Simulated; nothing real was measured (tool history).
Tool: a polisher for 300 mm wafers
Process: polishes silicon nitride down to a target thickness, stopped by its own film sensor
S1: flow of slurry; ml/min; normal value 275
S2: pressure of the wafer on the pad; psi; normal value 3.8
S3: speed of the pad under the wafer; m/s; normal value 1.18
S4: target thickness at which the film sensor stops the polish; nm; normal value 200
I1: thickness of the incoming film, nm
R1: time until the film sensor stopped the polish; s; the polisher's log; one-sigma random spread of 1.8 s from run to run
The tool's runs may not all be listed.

Run 1, hour 0.0: usual settings but S3 1.38 m/s; I1 383.7. Result: R1 97.4 s.
At hour 46.4: slurry nozzle cleaned.
Run 2, hour 64.9: usual settings but S3 1.38 m/s; I1 398.1. Result: R1 105.3 s.
Run 3, hour 102.9: usual settings but S3 1.38 m/s; I1 388.8. Result: R1 99.8 s.
Run 4, hour 142.0: usual settings but S2 4.5 psi; I1 390.5. Result: R1 92.9 s.
Run 5, hour 167.4: usual settings but S2 4.5 psi; I1 395.7. Result: R1 93.3 s.
Run 6, hour 235.5: usual settings but S4 250 nm; I1 387.1. Result: R1 75.0 s.
Run 7, hour 275.0: usual settings but S2 4.1 psi, S4 154 nm; I1 390.8. Result: R1 122.1 s.
Run 8, hour 320.1: usual settings but S2 4.1 psi; I1 387.0. Result: R1 94.4 s.
At hour 345.6: head pressure recalibrated.
Run 9, hour 348.5: usual settings but S2 4.1 psi; I1 384.4. Result: R1 104.6 s.
Run 10, hour 393.8: usual settings but S2 4.4 psi, S4 184 nm; I1 385.6. Result: R1 104.0 s.
Run 11, hour 427.8: usual settings but S2 4.4 psi, S4 184 nm; I1 391.0. Result: R1 107.8 s.
At hour 473.9: worn pad replaced by a new one.
Run 12, hour 499.7: usual settings but S2 4.4 psi, S4 184 nm; I1 387.1. Result: R1 104.0 s.
At hour 506.3: slurry nozzle cleaned.
Run 13, hour 570.5: usual settings but S4 240 nm; I1 390.1. Result: R1 90.6 s.
Run 14, hour 648.3: usual settings but S1 205 ml/min, S3 1.54 m/s; I1 393.6. Result: R1 98.3 s.
Run 15, hour 704.2: usual settings but S2 2.5 psi, S4 161 nm; I1 388.5. Result: R1 204.1 s.
Run 16, hour 745.6: usual settings; I1 390.5. Result: R1 111.0 s.
Run 17, hour 773.2: usual settings; I1 393.4. Result: R1 112.1 s.
Run 18, hour 816.6: usual settings but S3 1.60 m/s, S4 138 nm; I1 384.3. Result: R1 117.5 s.
Run 19, hour 875.8: usual settings but S1 345 ml/min, S2 4.9 psi, S3 0.86 m/s, S4 142 nm; I1 385.0. Result: R1 124.2 s.
At hour 894.0: slurry nozzle cleaned.
Run 20, hour 945.8: usual settings but S1 315 ml/min, S2 2.8 psi, S3 1.00 m/s, S4 232 nm; I1 397.5. Result: R1 139.7 s.
At hour 988.5: worn pad replaced by a new one, of another model than before.
Run 21, hour 1002.2: usual settings but S4 145 nm; I1 392.0. Result: R1 140.4 s.
Run 22, hour 1070.2: usual settings but S3 1.48 m/s; I1 390.8. Result: R1 96.7 s.
At hour 1078.5: head pressure recalibrated.
Run 23, hour 1141.0: usual settings but S2 3.0 psi; I1 389.8. Result: R1 132.9 s.
Run 24, hour 1197.9: usual settings but S1 240 ml/min, S2 4.3 psi; I1 391.9. Result: R1 112.0 s.
Run 25, hour 1294.2: usual settings but S1 225 ml/min, S4 253 nm; I1 391.6. Result: R1 85.1 s.
Run 26, hour 1339.6: usual settings; I1 392.8. Result: R1 118.0 s.
Run 27, hour 1382.5: usual settings but S1 360 ml/min, S2 4.6 psi, S3 0.90 m/s, S4 174 nm; I1 388.7. Result: R1 125.4 s.
At hour 1412.5: slurry nozzle cleaned.
Run 28, hour 1415.3: usual settings; I1 393.3. Result: R1 115.6 s.
At hour 1444.1: worn pad replaced by a new one.
Run 29, hour 1444.6: usual settings but S2 4.6 psi, S4 136 nm; I1 398.3. Result: R1 142.6 s.
Run 30, hour 1511.6: usual settings but S3 0.94 m/s; I1 389.8. Result: R1 128.3 s.
Run 31, hour 1543.0: usual settings but S1 345 ml/min, S2 2.8 psi, S3 1.32 m/s, S4 134 nm; I1 388.0. Result: R1 172.3 s.
Run 32, hour 1581.2: usual settings but S1 315 ml/min, S2 2.6 psi, S3 1.40 m/s, S4 149 nm; I1 396.0. Result: R1 168.7 s.
Run 33, hour 1644.2: usual settings; I1 390.5. Result: R1 111.6 s.
Run 34, hour 1695.1: usual settings but S1 335 ml/min, S2 3.3 psi; I1 391.4. Result: R1 121.4 s.
At hour 1749.2: head pressure recalibrated.
Run 35, hour 1757.7: usual settings but S4 165 nm; I1 384.1. Result: R1 133.6 s.
At hour 1816.0: slurry nozzle cleaned.
Run 36, hour 1827.3: usual settings; I1 384.3. Result: R1 112.3 s.

Consider 4 possible next runs. They are alternatives, not a sequence: every one starts from the tool as it was left by run 36. What does each give?
Run A, hour 1827.7: usual settings but S3 1.54 m/s; I1 384.5. Result: R1 ?.
Run B, hour 1827.7: usual settings but S1 365 ml/min, S4 183 nm; I1 384.5. Result: R1 ?.
Run C, hour 1827.7: usual settings but S2 3.2 psi, S3 1.44 m/s, S4 257 nm; I1 384.5. Result: R1 ?.
Run D, hour 1827.7: usual settings but S1 235 ml/min, S3 1.48 m/s; I1 384.5. Result: R1 ?.

run     R1
  A   99.4
  B  120.5
  C   79.0
  D  103.5
Without the tool's unlogged condition, the same runs would have read:
run     R1
  A   98.2
  B  119.0
  C   78.0
  D  102.1

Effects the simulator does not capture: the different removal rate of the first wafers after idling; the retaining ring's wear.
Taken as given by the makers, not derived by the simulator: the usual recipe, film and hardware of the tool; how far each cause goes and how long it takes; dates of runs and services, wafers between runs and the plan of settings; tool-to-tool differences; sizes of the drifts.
